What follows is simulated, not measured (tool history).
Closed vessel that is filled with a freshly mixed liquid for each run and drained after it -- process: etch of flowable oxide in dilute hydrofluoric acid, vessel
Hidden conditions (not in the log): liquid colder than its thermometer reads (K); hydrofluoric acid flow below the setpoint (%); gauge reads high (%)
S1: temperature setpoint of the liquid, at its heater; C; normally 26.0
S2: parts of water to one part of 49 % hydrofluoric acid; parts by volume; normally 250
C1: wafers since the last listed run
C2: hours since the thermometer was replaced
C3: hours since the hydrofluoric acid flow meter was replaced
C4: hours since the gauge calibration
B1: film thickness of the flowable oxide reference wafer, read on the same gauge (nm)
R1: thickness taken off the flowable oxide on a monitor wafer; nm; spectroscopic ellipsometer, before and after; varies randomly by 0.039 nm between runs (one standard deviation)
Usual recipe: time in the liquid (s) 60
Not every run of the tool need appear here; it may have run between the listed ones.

run 1 day=0.000 | S1=26.0 S2=250 time_in_the_liquid_(s)=60 | C1=0 C2=1666.6 C3=1704.5 C4=288.1 | B1=40.01 | R1=7.89
run 2 day=1.062 | S1=26.0 S2=250 time_in_the_liquid_(s)=60 | C1=3172 C2=1692.1 C3=1730.0 C4=313.6 | B1=39.98 | R1=7.85
run 3 day=3.638 | S1=26.0 S2=250 time_in_the_liquid_(s)=60 | C1=7688 C2=1753.9 C3=1791.8 C4=375.4 | B1=39.99 | R1=7.85
run 4 day=4.842 | S1=26.0 S2=250 time_in_the_liquid_(s)=60 | C1=3595 C2=1782.8 C3=1820.7 C4=404.3 | B1=40.03 | R1=7.87
run 5 day=6.558 | S1=26.0 S2=250 time_in_the_liquid_(s)=60 | C1=5125 C2=1824.0 C3=1861.9 C4=445.5 | B1=39.97 | R1=7.80
run 6 day=9.017 | S1=26.0 S2=250 time_in_the_liquid_(s)=60 | C1=7340 C2=1883.0 C3=1920.9 C4=504.5 | B1=39.99 | R1=7.78
run 7 day=11.517 | S1=26.0 S2=250 time_in_the_liquid_(s)=60 | C1=7464 C2=1943.0 C3=1980.9 C4=564.5 | B1=39.99 | R1=7.84
-- day=12.796 gauge calibrated
run 8 day=13.804 | S1=26.0 S2=250 time_in_the_liquid_(s)=60 | C1=6830 C2=1997.9 C3=2035.8 C4=24.2 | B1=40.01 | R1=7.76
run 9 day=16.042 | S1=26.0 S2=250 time_in_the_liquid_(s)=60 | C1=6680 C2=2051.6 C3=2089.5 C4=77.9 | B1=39.95 | R1=7.76
-- day=17.950 hydrofluoric acid flow meter replaced
run 10 day=17.988 | S1=23.0 S2=250 time_in_the_liquid_(s)=60 | C1=5685 C2=2098.3 C3=0.9 C4=124.6 | B1=39.97 | R1=6.52
run 11 day=19.671 | S1=22.5 S2=170 time_in_the_liquid_(s)=60 | C1=5026 C2=2138.7 C3=41.3 C4=165.0 | B1=40.00 | R1=10.33
run 12 day=21.408 | S1=26.0 S2=250 time_in_the_liquid_(s)=95 | C1=5187 C2=2180.4 C3=83.0 C4=206.7 | B1=39.98 | R1=11.44
run 13 day=23.825 | S1=27.5 S2=315 time_in_the_liquid_(s)=45 | C1=7215 C2=2238.4 C3=141.0 C4=264.7 | B1=40.04 | R1=4.21
run 14 day=25.888 | S1=26.0 S2=300 time_in_the_liquid_(s)=60 | C1=6158 C2=2287.9 C3=190.5 C4=314.2 | B1=40.00 | R1=5.67
-- day=26.208 hydrofluoric acid flow meter replaced, repeated, since the last time left the tool worse
run 15 day=27.171 | S1=26.0 S2=250 time_in_the_liquid_(s)=60 | C1=3707 C2=2318.7 C3=23.1 C4=345.0 | B1=39.98 | R1=8.36
run 16 day=34.167 | S1=26.0 S2=250 time_in_the_liquid_(s)=60 | C1=20888 C2=2486.6 C3=191.0 C4=512.9 | B1=40.02 | R1=8.33
-- day=34.475 gauge calibrated
-- day=35.725 thermometer replaced
run 17 day=36.246 | S1=26.0 S2=345 time_in_the_liquid_(s)=70 | C1=6083 C2=12.5 C3=240.9 C4=42.5 | B1=39.99 | R1=6.39
run 18 day=37.875 | S1=21.5 S2=330 time_in_the_liquid_(s)=50 | C1=4864 C2=51.6 C3=280.0 C4=81.6 | B1=39.96 | R1=4.10
run 19 day=40.654 | S1=22.5 S2=180 time_in_the_liquid_(s)=60 | C1=8298 C2=118.3 C3=346.7 C4=148.3 | B1=40.03 | R1=10.81
run 20 day=46.600 | S1=26.0 S2=250 time_in_the_liquid_(s)=60 | C1=17753 C2=261.0 C3=489.4 C4=291.0 | B1=40.03 | R1=8.18

Take each entry between the runs: how does the hidden state at the last listed run before it differ from the hidden state at the first listed run after it?
Runs 7 to 8: gauge calibrated (day 12.796)
  hydrofluoric acid flow below the setpoint (%): 5.94 -> 6.1
  what was measured, less what the result would be without the hidden state, R1: -0.63 -> -0.65 nm
Runs 9 to 10: hydrofluoric acid flow meter replaced (day 17.950)
  hydrofluoric acid flow below the setpoint (%): 6.26 -> 11.2
  what was measured, less what the result would be without the hidden state, R1: -0.67 -> -1.05 nm
Runs 14 to 15: hydrofluoric acid flow meter replaced, repeated, since the last time left the tool worse (day 26.208)
  hydrofluoric acid flow below the setpoint (%): 11.7 -> 0.58
  what was measured, less what the result would be without the hidden state, R1: -1.01 -> -0.06 nm
Runs 16 to 17: gauge calibrated (day 34.475); thermometer replaced (day 35.725)
  hydrofluoric acid flow below the setpoint (%): 1.07 -> 1.22
  what was measured, less what the result would be without the hidden state, R1: -0.12 -> -0.11 nm
